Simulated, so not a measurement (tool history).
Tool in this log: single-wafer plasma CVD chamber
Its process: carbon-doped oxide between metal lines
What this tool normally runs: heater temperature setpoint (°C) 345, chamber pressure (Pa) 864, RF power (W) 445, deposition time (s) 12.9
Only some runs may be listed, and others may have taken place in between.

run,hour,heater temperature setpoint (°C),chamber pressure (Pa),RF power (W),deposition time (s),"read-back reference wafer on the same gauge, thickness_nm",mean film thickness on the monitor wafer (angstrom)
1,0.0,345,864,445,12.9,56.052,649.83
2,26.8,345,864,445,12.9,56.061,639.17
# hour 85.8: gauge calibrated
3,218.5,345,864,445,12.9,56.093,640.76
# hour 259.4: thermocouple changed; heater temperature recalibrated
4,268.3,345,864,445,12.9,56.021,639.01
5,307.2,345,864,445,12.9,55.965,636.11
6,373.5,345,864,445,12.9,56.053,637.54
7,401.6,345,864,445,12.9,55.998,631.20
8,468.2,357,864,365,11.0,56.003,440.46
9,528.6,335,765,500,12.9,56.084,707.92
10,553.0,352,919,445,12.9,56.000,623.53
11,620.4,345,864,410,12.9,55.916,583.44
12,663.2,332,761,445,12.9,56.145,652.44
13,695.2,345,864,445,12.9,56.016,634.40
14,748.0,354,864,395,12.9,56.031,556.36
# hour 784.8: showerhead replaced
15,785.2,345,864,445,12.9,55.860,634.16
# hour 804.0: capacitance manometer re-zeroed and calibrated
16,827.6,345,1072,445,13.6,55.922,666.96
17,875.2,345,864,445,15.3,56.168,739.28
# hour 928.9: RF generator calibrated
18,930.2,345,864,445,12.9,56.020,652.41
19,996.4,345,864,530,12.9,55.956,747.88
20,1037.4,338,864,400,10.9,56.132,515.04
21,1097.4,345,864,445,12.9,56.165,658.89
22,1143.0,331,1052,445,12.9,55.978,681.03
23,1176.0,345,864,445,12.9,56.026,656.41
24,1239.2,345,864,445,12.9,55.943,656.52
25,1280.4,345,864,445,12.9,56.015,658.22
26,1347.1,330,864,530,12.9,56.128,774.05
27,1374.8,345,864,445,13.8,56.029,697.37
28,1419.9,331,864,445,10.6,56.020,559.00

Results for each run, recomputed without the tool's hidden state and with each run's random variation untouched:
Unlogged tool condition in this case: wafer temperature above the value expected at the setpoint (K); delivered RF power above the setpoint (%); true pressure above the setpoint (%); gauge reads high (%).
run,mean film thickness on the monitor wafer (angstrom)
1,669.84
2,659.36
3,664.91
4,664.20
5,662.08
6,665.14
7,659.22
8,462.02
9,738.01
10,655.07
11,615.00
12,688.66
13,670.56
14,590.65
15,673.07
16,709.30
17,788.03
18,662.23
19,757.44
20,522.86
21,669.01
22,691.62
23,666.73
24,667.09
25,669.01
26,785.16
27,709.37
28,568.88

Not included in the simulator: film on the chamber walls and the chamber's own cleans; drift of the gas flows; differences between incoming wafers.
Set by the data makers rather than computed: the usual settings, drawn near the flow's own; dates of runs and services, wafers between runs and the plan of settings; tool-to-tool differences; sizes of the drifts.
